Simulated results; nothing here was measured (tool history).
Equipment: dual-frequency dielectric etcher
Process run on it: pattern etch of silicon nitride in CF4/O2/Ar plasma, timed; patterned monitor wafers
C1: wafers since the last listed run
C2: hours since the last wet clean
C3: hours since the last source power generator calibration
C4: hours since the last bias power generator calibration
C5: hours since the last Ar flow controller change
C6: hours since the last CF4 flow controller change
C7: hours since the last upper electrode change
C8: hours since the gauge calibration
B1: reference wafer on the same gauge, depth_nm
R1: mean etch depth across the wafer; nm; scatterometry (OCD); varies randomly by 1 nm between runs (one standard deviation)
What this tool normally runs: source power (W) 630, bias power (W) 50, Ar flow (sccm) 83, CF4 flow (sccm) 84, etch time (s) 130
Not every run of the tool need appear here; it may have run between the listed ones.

run 1 hour=0 | source_power_(W)=630 bias_power_(W)=50 Ar_flow_(sccm)=79 CF4_flow_(sccm)=84 etch_time_(s)=130 | C1=0 C2=280 C3=1870.1 C4=2105.8 C5=4198.6 C6=1836.7 C7=4088.4 C8=33.5 | B1=299.9 | R1=309.9
run 2 hour=8.8 | source_power_(W)=630 bias_power_(W)=50 Ar_flow_(sccm)=79 CF4_flow_(sccm)=84 etch_time_(s)=130 | C1=55 C2=288.8 C3=1878.9 C4=2114.6 C5=4207.4 C6=1845.5 C7=4097.2 C8=42.3 | B1=299.9 | R1=311.8
run 3 hour=25.6 | source_power_(W)=630 bias_power_(W)=50 Ar_flow_(sccm)=83 CF4_flow_(sccm)=84 etch_time_(s)=130 | C1=106 C2=305.6 C3=1895.7 C4=2131.4 C5=4224.2 C6=1862.3 C7=4114 C8=59.1 | B1=300 | R1=309.8
run 4 hour=36.5 | source_power_(W)=630 bias_power_(W)=50 Ar_flow_(sccm)=83 CF4_flow_(sccm)=84 etch_time_(s)=130 | C1=68 C2=316.5 C3=1906.6 C4=2142.3 C5=4235.1 C6=1873.2 C7=4124.9 C8=70 | B1=300.1 | R1=311.1
run 5 hour=54 | source_power_(W)=630 bias_power_(W)=50 Ar_flow_(sccm)=83 CF4_flow_(sccm)=84 etch_time_(s)=130 | C1=110 C2=334 C3=1924.1 C4=2159.8 C5=4252.6 C6=1890.7 C7=4142.4 C8=87.5 | B1=299.8 | R1=311.3
-- hour=61.9 source power generator calibrated
run 6 hour=63.6 | source_power_(W)=630 bias_power_(W)=50 Ar_flow_(sccm)=83 CF4_flow_(sccm)=84 etch_time_(s)=130 | C1=35 C2=343.6 C3=1.7 C4=2169.4 C5=4262.2 C6=1900.3 C7=4152 C8=97.1 | B1=300 | R1=311.6
-- hour=65.2 gauge calibrated
-- hour=94.8 wet clean of the chamber
run 7 hour=95.3 | source_power_(W)=630 bias_power_(W)=50 Ar_flow_(sccm)=83 CF4_flow_(sccm)=84 etch_time_(s)=130 | C1=48 C2=0.5 C3=33.4 C4=2201.1 C5=4293.9 C6=1932 C7=4183.7 C8=30.1 | B1=299.8 | R1=319.9
run 8 hour=95.6 | source_power_(W)=630 bias_power_(W)=50 Ar_flow_(sccm)=103 CF4_flow_(sccm)=84 etch_time_(s)=130 | C1=1 C2=0.8 C3=33.7 C4=2201.4 C5=4294.2 C6=1932.3 C7=4184 C8=30.4 | B1=300.1 | R1=312.3
run 9 hour=96 | source_power_(W)=630 bias_power_(W)=50 Ar_flow_(sccm)=83 CF4_flow_(sccm)=99 etch_time_(s)=130 | C1=2 C2=1.2 C3=34.1 C4=2201.8 C5=4294.6 C6=1932.7 C7=4184.4 C8=30.8 | B1=299.9 | R1=329.1
-- hour=108.9 CF4 flow controller replaced
-- hour=129.2 wet clean of the chamber, repeated, since the last time left the tool worse
-- hour=131.1 bias power generator calibrated
run 10 hour=131.6 | source_power_(W)=630 bias_power_(W)=50 Ar_flow_(sccm)=79 CF4_flow_(sccm)=84 etch_time_(s)=130 | C1=46 C2=2.4 C3=69.7 C4=0.5 C5=4330.2 C6=22.7 C7=4220 C8=66.4 | B1=300.1 | R1=302.8
run 11 hour=131.9 | source_power_(W)=630 bias_power_(W)=50 Ar_flow_(sccm)=83 CF4_flow_(sccm)=84 etch_time_(s)=130 | C1=1 C2=2.7 C3=70 C4=0.8 C5=4330.5 C6=23 C7=4220.3 C8=66.7 | B1=300.1 | R1=299.6
run 12 hour=132.3 | source_power_(W)=630 bias_power_(W)=50 Ar_flow_(sccm)=83 CF4_flow_(sccm)=94 etch_time_(s)=130 | C1=2 C2=3.1 C3=70.4 C4=1.2 C5=4330.9 C6=23.4 C7=4220.7 C8=67.1 | B1=300.2 | R1=305.7
-- hour=144.9 Ar flow controller replaced
-- hour=156.6 upper electrode replaced
run 13 hour=157.1 | source_power_(W)=630 bias_power_(W)=50 Ar_flow_(sccm)=83 CF4_flow_(sccm)=84 etch_time_(s)=141 | C1=44 C2=27.9 C3=95.2 C4=26 C5=12.2 C6=48.2 C7=0.5 C8=91.9 | B1=299.9 | R1=324.3
run 14 hour=162.1 | source_power_(W)=630 bias_power_(W)=50 Ar_flow_(sccm)=83 CF4_flow_(sccm)=84 etch_time_(s)=102.5 | C1=31 C2=32.9 C3=100.2 C4=31 C5=17.2 C6=53.2 C7=5.5 C8=96.9 | B1=299.8 | R1=236.5
-- hour=165 gauge calibrated
run 15 hour=199.6 | source_power_(W)=710 bias_power_(W)=50 Ar_flow_(sccm)=91 CF4_flow_(sccm)=84 etch_time_(s)=130 | C1=237 C2=70.4 C3=137.7 C4=68.5 C5=54.7 C6=90.7 C7=43 C8=34.6 | B1=300 | R1=333.3

5 ways to go on from here, each from the tool as it stands after run 15. What would each give?
run A hour=200.1 | source_power_(W)=630 bias_power_(W)=50 Ar_flow_(sccm)=83 CF4_flow_(sccm)=84 etch_time_(s)=130 | C1=3 C2=70.9 C3=138.2 C4=69 C5=55.2 C6=91.2 C7=43.5 C8=35.1 | B1=? | R1=?
run B hour=200.1 | source_power_(W)=760 bias_power_(W)=50 Ar_flow_(sccm)=63 CF4_flow_(sccm)=65 etch_time_(s)=112 | C1=3 C2=70.9 C3=138.2 C4=69 C5=55.2 C6=91.2 C7=43.5 C8=35.1 | B1=? | R1=?
run C hour=200.1 | source_power_(W)=630 bias_power_(W)=50 Ar_flow_(sccm)=99 CF4_flow_(sccm)=101 etch_time_(s)=130 | C1=3 C2=70.9 C3=138.2 C4=69 C5=55.2 C6=91.2 C7=43.5 C8=35.1 | B1=? | R1=?
run D hour=200.1 | source_power_(W)=670 bias_power_(W)=62 Ar_flow_(sccm)=99 CF4_flow_(sccm)=93 etch_time_(s)=130 | C1=3 C2=70.9 C3=138.2 C4=69 C5=55.2 C6=91.2 C7=43.5 C8=35.1 | B1=? | R1=?
run E hour=200.1 | source_power_(W)=700 bias_power_(W)=50 Ar_flow_(sccm)=83 CF4_flow_(sccm)=84 etch_time_(s)=95 | C1=3 C2=70.9 C3=138.2 C4=69 C5=55.2 C6=91.2 C7=43.5 C8=35.1 | B1=? | R1=?

run=A B1=299.9 R1=302.9
run=B B1=299.9 R1=304.6
run=C B1=299.9 R1=305.6
run=D B1=299.9 R1=346.5
run=E B1=299.9 R1=243.3
Stripped of hidden state, with their random variation kept, the same runs would have yielded:
run=A R1=300.9
run=B R1=302.6
run=C R1=303.6
run=D R1=344.2
run=E R1=241.6
